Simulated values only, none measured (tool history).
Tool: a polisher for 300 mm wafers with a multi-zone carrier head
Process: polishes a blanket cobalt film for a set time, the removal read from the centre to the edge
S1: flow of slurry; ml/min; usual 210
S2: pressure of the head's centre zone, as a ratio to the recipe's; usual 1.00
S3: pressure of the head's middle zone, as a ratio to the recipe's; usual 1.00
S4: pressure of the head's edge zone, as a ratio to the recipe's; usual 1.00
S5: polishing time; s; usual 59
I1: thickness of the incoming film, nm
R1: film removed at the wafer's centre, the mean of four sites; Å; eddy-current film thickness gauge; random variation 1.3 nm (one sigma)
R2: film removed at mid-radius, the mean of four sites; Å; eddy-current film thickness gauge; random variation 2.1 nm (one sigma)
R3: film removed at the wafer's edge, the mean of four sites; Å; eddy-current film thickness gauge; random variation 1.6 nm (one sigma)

{"run": 1, "day": 0.0, "S1": 210, "S2": 1.0, "S3": 1.0, "S4": 1.0, "S5": 59, "I1": 1396.0, "R1": 1878, "R2": 1860, "R3": 1872}
{"day": 1.292, "done": "slurry nozzle cleaned"}
{"run": 2, "day": 2.883, "S1": 210, "S2": 1.0, "S3": 0.96, "S4": 1.0, "S5": 59, "I1": 1379.6, "R1": 1912, "R2": 1824, "R3": 1883}
{"run": 3, "day": 5.367, "S1": 210, "S2": 1.0, "S3": 1.0, "S4": 0.88, "S5": 79, "I1": 1378.7, "R1": 2524, "R2": 2518, "R3": 2334}
{"run": 4, "day": 9.429, "S1": 210, "S2": 1.0, "S3": 1.0, "S4": 1.0, "S5": 59, "I1": 1396.9, "R1": 1846, "R2": 1837, "R3": 1823}
{"day": 9.617, "done": "centre zone pressure recalibrated"}
{"day": 11.017, "done": "worn pad replaced by a new one"}
{"run": 5, "day": 12.688, "S1": 210, "S2": 1.0, "S3": 1.06, "S4": 1.0, "S5": 59, "I1": 1393.9, "R1": 1923, "R2": 1947, "R3": 1899}
{"run": 6, "day": 15.946, "S1": 210, "S2": 1.0, "S3": 1.0, "S4": 1.0, "S5": 59, "I1": 1362.0, "R1": 1891, "R2": 1871, "R3": 1874}
{"run": 7, "day": 20.067, "S1": 210, "S2": 1.0, "S3": 1.0, "S4": 1.0, "S5": 59, "I1": 1380.9, "R1": 1891, "R2": 1905, "R3": 1898}
{"run": 8, "day": 23.967, "S1": 210, "S2": 1.0, "S3": 1.0, "S4": 1.0, "S5": 48, "I1": 1395.4, "R1": 1518, "R2": 1508, "R3": 1497}
{"day": 25.021, "done": "edge zone pressure recalibrated"}
{"run": 9, "day": 26.858, "S1": 210, "S2": 1.0, "S3": 0.95, "S4": 1.0, "S5": 59, "I1": 1380.8, "R1": 1854, "R2": 1797, "R3": 1861}
{"run": 10, "day": 29.862, "S1": 255, "S2": 1.0, "S3": 0.94, "S4": 1.0, "S5": 59, "I1": 1398.0, "R1": 1922, "R2": 1819, "R3": 1890}
{"day": 30.188, "done": "carrier head's membrane replaced by a new one"}
{"day": 31.0, "done": "slurry nozzle cleaned"}
{"run": 11, "day": 34.35, "S1": 210, "S2": 0.9, "S3": 1.0, "S4": 1.0, "S5": 59, "I1": 1367.3, "R1": 1678, "R2": 1847, "R3": 1800}
{"day": 37.117, "done": "worn pad replaced by a new one"}
{"day": 37.438, "done": "centre zone pressure recalibrated"}
{"run": 12, "day": 38.475, "S1": 210, "S2": 0.88, "S3": 1.06, "S4": 1.0, "S5": 59, "I1": 1407.1, "R1": 1699, "R2": 1953, "R3": 1880}
{"run": 13, "day": 42.592, "S1": 245, "S2": 1.08, "S3": 1.0, "S4": 0.88, "S5": 59, "I1": 1395.8, "R1": 2130, "R2": 1918, "R3": 1798}
{"run": 14, "day": 45.962, "S1": 210, "S2": 1.0, "S3": 1.0, "S4": 1.07, "S5": 59, "I1": 1390.4, "R1": 1898, "R2": 1853, "R3": 1930}
{"run": 15, "day": 49.154, "S1": 210, "S2": 1.05, "S3": 1.0, "S4": 1.0, "S5": 59, "I1": 1388.5, "R1": 1967, "R2": 1835, "R3": 1854}
{"run": 16, "day": 53.512, "S1": 210, "S2": 1.0, "S3": 1.0, "S4": 1.0, "S5": 43, "I1": 1376.3, "R1": 1333, "R2": 1347, "R3": 1328}
{"day": 57.904, "done": "slurry nozzle cleaned"}
{"run": 17, "day": 58.317, "S1": 155, "S2": 1.0, "S3": 1.0, "S4": 1.0, "S5": 76, "I1": 1385.1, "R1": 2273, "R2": 2238, "R3": 2300}
{"run": 18, "day": 61.558, "S1": 210, "S2": 1.0, "S3": 0.92, "S4": 0.92, "S5": 59, "I1": 1385.3, "R1": 1830, "R2": 1713, "R3": 1735}
{"run": 19, "day": 63.075, "S1": 210, "S2": 1.0, "S3": 1.0, "S4": 1.0, "S5": 59, "I1": 1386.5, "R1": 1807, "R2": 1789, "R3": 1764}
{"day": 63.492, "done": "worn pad replaced by a new one"}
{"run": 20, "day": 65.629, "S1": 240, "S2": 1.1, "S3": 1.0, "S4": 1.05, "S5": 59, "I1": 1411.4, "R1": 2160, "R2": 1948, "R3": 2012}
{"day": 67.404, "done": "centre zone pressure recalibrated"}
{"run": 21, "day": 69.192, "S1": 210, "S2": 1.0, "S3": 1.0, "S4": 1.0, "S5": 59, "I1": 1394.3, "R1": 1932, "R2": 1909, "R3": 1892}
{"run": 22, "day": 71.162, "S1": 210, "S2": 1.0, "S3": 1.0, "S4": 1.0, "S5": 59, "I1": 1401.3, "R1": 1934, "R2": 1940, "R3": 1907}

What the log doesn't show, run by run:
deviation of the centre zone's pressure from its setpoint, %: 0 in every run
deviation of the edge zone's pressure from its setpoint, %: 0 in every run
H1: removal rate lost through wear of the pad, %
H2: slurry flow missing at the pad, %
run=1 H1=2.12 H2=16.2
run=2 H1=2.84 H2=5.11
run=3 H1=3.58 H2=8.21
run=4 H1=5.02 H2=11.8
run=5 H1=0.894 H2=13.8
run=6 H1=1.08 H2=15.1
run=7 H1=1.57 H2=16.3
run=8 H1=2.3 H2=17
run=9 H1=3.02 H2=17.4
run=10 H1=3.91 H2=17.7
run=11 H1=5.53 H2=6.18
run=12 H1=1.71 H2=10.1
run=13 H1=1.95 H2=12.6
run=14 H1=2.36 H2=14
run=15 H1=2.94 H2=14.9
run=16 H1=4 H2=15.8
run=17 H1=5.54 H2=1.72
run=18 H1=6.81 H2=6.14
run=19 H1=7.46 H2=7.74
run=20 H1=0.725 H2=9.91
run=21 H1=0.964 H2=12.1
run=22 H1=1.19 H2=13

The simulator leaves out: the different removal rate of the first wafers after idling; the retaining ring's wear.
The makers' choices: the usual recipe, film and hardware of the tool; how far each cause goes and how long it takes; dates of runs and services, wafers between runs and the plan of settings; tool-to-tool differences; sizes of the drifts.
